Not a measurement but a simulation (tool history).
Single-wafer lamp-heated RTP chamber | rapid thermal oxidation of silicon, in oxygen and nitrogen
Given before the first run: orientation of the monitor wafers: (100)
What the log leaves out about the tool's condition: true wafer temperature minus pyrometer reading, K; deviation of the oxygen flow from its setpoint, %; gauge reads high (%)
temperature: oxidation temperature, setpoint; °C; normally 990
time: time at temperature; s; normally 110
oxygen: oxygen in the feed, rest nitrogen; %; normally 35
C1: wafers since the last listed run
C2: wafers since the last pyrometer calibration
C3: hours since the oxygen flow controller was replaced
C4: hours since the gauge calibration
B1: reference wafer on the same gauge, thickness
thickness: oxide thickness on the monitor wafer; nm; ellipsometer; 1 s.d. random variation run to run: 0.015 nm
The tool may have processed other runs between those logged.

run 1 hour=0 | temperature=990 time=110 oxygen=35 | C1=0 C2=4631 C3=1018.5 C4=1639.4 | B1=5.12 | thickness=4.751
run 2 hour=89.5 | temperature=990 time=110 oxygen=35 | C1=464 C2=5096 C3=1108 C4=1728.9 | B1=5.129 | thickness=4.742
run 3 hour=173.7 | temperature=990 time=110 oxygen=35 | C1=437 C2=5533 C3=1192.2 C4=1813.1 | B1=5.112 | thickness=4.762
run 4 hour=252.2 | temperature=990 time=110 oxygen=35 | C1=407 C2=5941 C3=1270.7 C4=1891.6 | B1=5.123 | thickness=4.768
run 5 hour=336.1 | temperature=999 time=110 oxygen=35 | C1=435 C2=6377 C3=1354.6 C4=1975.5 | B1=5.115 | thickness=5.095
run 6 hour=372.5 | temperature=999 time=110 oxygen=35 | C1=189 C2=6566 C3=1391 C4=2011.9 | B1=5.126 | thickness=5.113
run 7 hour=446.8 | temperature=999 time=110 oxygen=35 | C1=385 C2=6952 C3=1465.3 C4=2086.2 | B1=5.121 | thickness=5.095
run 8 hour=529.5 | temperature=990 time=110 oxygen=35 | C1=429 C2=7382 C3=1548 C4=2168.9 | B1=5.119 | thickness=4.803
-- hour=603.1 pyrometer window cleaned and pyrometer calibrated
run 9 hour=603.6 | temperature=990 time=110 oxygen=35 | C1=343 C2=2 C3=1622.1 C4=2243 | B1=5.12 | thickness=4.694
run 10 hour=884.8 | temperature=990 time=110 oxygen=35 | C1=1460 C2=1463 C3=1903.3 C4=2524.2 | B1=5.125 | thickness=4.704
run 11 hour=1023.9 | temperature=990 time=110 oxygen=35 | C1=722 C2=2186 C3=2042.4 C4=2663.3 | B1=5.121 | thickness=4.726
run 12 hour=1158.6 | temperature=990 time=110 oxygen=35 | C1=699 C2=2885 C3=2177.1 C4=2798 | B1=5.128 | thickness=4.732
run 13 hour=1218.6 | temperature=990 time=110 oxygen=35 | C1=311 C2=3197 C3=2237.1 C4=2858 | B1=5.118 | thickness=4.728
run 14 hour=1314.4 | temperature=990 time=110 oxygen=55 | C1=497 C2=3695 C3=2332.9 C4=2953.8 | B1=5.119 | thickness=5.513
run 15 hour=1383.8 | temperature=990 time=110 oxygen=45 | C1=360 C2=4055 C3=2402.3 C4=3023.2 | B1=5.121 | thickness=5.154
run 16 hour=1465 | temperature=990 time=110 oxygen=45 | C1=421 C2=4477 C3=2483.5 C4=3104.4 | B1=5.122 | thickness=5.128
-- hour=1536.5 oxygen flow controller replaced
run 17 hour=1540.3 | temperature=990 time=110 oxygen=45 | C1=349 C2=4827 C3=3.8 C4=3179.7 | B1=5.117 | thickness=5.12
run 18 hour=1646.7 | temperature=990 time=110 oxygen=35 | C1=552 C2=5379 C3=110.2 C4=3286.1 | B1=5.112 | thickness=4.697
run 19 hour=1705.9 | temperature=990 time=110 oxygen=35 | C1=307 C2=5687 C3=169.4 C4=3345.3 | B1=5.124 | thickness=4.736
run 20 hour=1765.4 | temperature=976 time=56 oxygen=17 | C1=309 C2=5996 C3=228.9 C4=3404.8 | B1=5.123 | thickness=2.78
run 21 hour=1839.2 | temperature=990 time=110 oxygen=21 | C1=383 C2=6379 C3=302.7 C4=3478.6 | B1=5.121 | thickness=4.029
-- hour=1847.3 pyrometer window cleaned and pyrometer calibrated
run 22 hour=1885.9 | temperature=990 time=110 oxygen=35 | C1=201 C2=200 C3=349.4 C4=3525.3 | B1=5.117 | thickness=4.69
-- hour=1918.6 gauge calibrated
run 23 hour=1952.6 | temperature=990 time=110 oxygen=17 | C1=346 C2=546 C3=416.1 C4=34 | B1=5.114 | thickness=3.723
run 24 hour=2033.9 | temperature=990 time=110 oxygen=35 | C1=422 C2=969 C3=497.4 C4=115.3 | B1=5.122 | thickness=4.676
run 25 hour=2088.8 | temperature=990 time=55 oxygen=35 | C1=285 C2=1254 C3=552.3 C4=170.2 | B1=5.123 | thickness=3.507
run 26 hour=2141 | temperature=1009 time=147 oxygen=24 | C1=271 C2=1525 C3=604.5 C4=222.4 | B1=5.121 | thickness=5.361
run 27 hour=2195.7 | temperature=1011 time=110 oxygen=35 | C1=284 C2=1809 C3=659.2 C4=277.1 | B1=5.117 | thickness=5.436
run 28 hour=2234.6 | temperature=990 time=110 oxygen=35 | C1=202 C2=2011 C3=698.1 C4=316 | B1=5.12 | thickness=4.694
run 29 hour=2294 | temperature=982 time=158 oxygen=35 | C1=308 C2=2320 C3=757.5 C4=375.4 | B1=5.122 | thickness=5.183
run 30 hour=2349.6 | temperature=1000 time=110 oxygen=35 | C1=288 C2=2609 C3=813.1 C4=431 | B1=5.112 | thickness=5.029
run 31 hour=2665.3 | temperature=960 time=160 oxygen=61 | C1=1639 C2=4248 C3=1128.8 C4=746.7 | B1=5.123 | thickness=5.366
run 32 hour=2757.5 | temperature=990 time=110 oxygen=35 | C1=478 C2=4727 C3=1221 C4=838.9 | B1=5.117 | thickness=4.748
run 33 hour=2825.2 | temperature=1016 time=110 oxygen=17 | C1=351 C2=5079 C3=1288.7 C4=906.6 | B1=5.118 | thickness=4.482
run 34 hour=2917.3 | temperature=990 time=81 oxygen=35 | C1=478 C2=5558 C3=1380.8 C4=998.7 | B1=5.126 | thickness=4.194
run 35 hour=3011.1 | temperature=977 time=145 oxygen=17 | C1=487 C2=6045 C3=1474.6 C4=1092.5 | B1=5.126 | thickness=3.925
run 36 hour=3212 | temperature=1004 time=159 oxygen=55 | C1=1043 C2=7088 C3=1675.5 C4=1293.4 | B1=5.116 | thickness=7.305
-- hour=3233.7 pyrometer window cleaned and pyrometer calibrated
run 37 hour=3265.1 | temperature=990 time=110 oxygen=35 | C1=234 C2=162 C3=1728.6 C4=1346.5 | B1=5.124 | thickness=4.711

5 ways to go on from here, each from the tool as it stands after run 37. What would each give?
run A hour=3265.6 | temperature=990 time=64 oxygen=35 | C1=2 C2=165 C3=1729.1 C4=1347 | B1=? | thickness=?
run B hour=3265.6 | temperature=962 time=140 oxygen=17 | C1=2 C2=165 C3=1729.1 C4=1347 | B1=? | thickness=?
run C hour=3265.6 | temperature=1013 time=81 oxygen=64 | C1=2 C2=165 C3=1729.1 C4=1347 | B1=? | thickness=?
run D hour=3265.6 | temperature=990 time=140 oxygen=56 | C1=2 C2=165 C3=1729.1 C4=1347 | B1=? | thickness=?
run E hour=3265.6 | temperature=990 time=110 oxygen=51 | C1=2 C2=165 C3=1729.1 C4=1347 | B1=? | thickness=?

run=A B1=5.118 thickness=3.769
run=B B1=5.118 thickness=3.485
run=C B1=5.118 thickness=5.941
run=D B1=5.118 thickness=6.135
run=E B1=5.118 thickness=5.338
Had the tool no hidden state, the same runs would have come out as:
run=A thickness=3.717
run=B thickness=3.432
run=C thickness=5.885
run=D thickness=6.066
run=E thickness=5.273

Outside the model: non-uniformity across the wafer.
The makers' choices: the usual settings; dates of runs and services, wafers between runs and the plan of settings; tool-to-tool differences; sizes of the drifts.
